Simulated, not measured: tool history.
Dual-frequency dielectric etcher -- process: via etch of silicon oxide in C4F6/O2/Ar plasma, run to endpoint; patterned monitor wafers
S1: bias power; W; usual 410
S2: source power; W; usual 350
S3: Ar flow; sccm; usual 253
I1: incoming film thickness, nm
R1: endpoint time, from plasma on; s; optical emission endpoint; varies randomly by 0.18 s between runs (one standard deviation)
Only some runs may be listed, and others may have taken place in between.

run,hour,S1,S2,S3,I1,R1
1,0.0,410,350,253,140.3,33.8
2,15.6,410,350,253,140.8,34.1
3,22.9,410,350,253,140.0,34.1
4,37.9,379,350,253,141.4,35.0
5,50.6,410,350,253,141.2,34.5
6,60.7,410,350,253,141.0,34.3
7,75.9,410,350,253,140.0,33.9
# hour 99.7: Ar flow controller replaced
# hour 109.8: wet clean of the chamber
8,110.3,476,350,253,139.9,32.3
9,110.7,476,350,253,141.2,32.6
10,112.5,410,350,253,138.1,33.7
11,120.6,410,350,195,140.3,33.5
# hour 131.1: bias power generator calibrated
12,135.9,410,410,253,141.2,32.2
# hour 169.2: upper electrode replaced
13,169.7,349,280,223,139.6,38.7
14,170.0,410,350,253,140.2,34.2
15,172.5,410,350,272,141.7,34.8
# hour 181.5: source power generator calibrated
16,182.0,410,350,253,140.5,34.1
17,188.2,410,350,253,140.2,34.0
18,198.8,410,350,253,140.1,34.0
19,204.8,410,260,220,140.5,38.3
20,221.4,511,350,253,140.6,32.1
21,235.3,456,320,253,141.1,34.3

Consider 3 possible next runs. They are alternatives, not a sequence: every one starts from the tool as it was left by run 21. What does each give?
A,235.7,410,350,253,142.5,?
B,235.7,410,350,275,142.5,?
C,235.7,382,350,253,142.5,?

run,R1
A,34.7
B,34.9
C,35.4
Stripped of hidden state, with their random variation kept, the same runs would have yielded:
run,R1
A,34.7
B,34.9
C,35.4
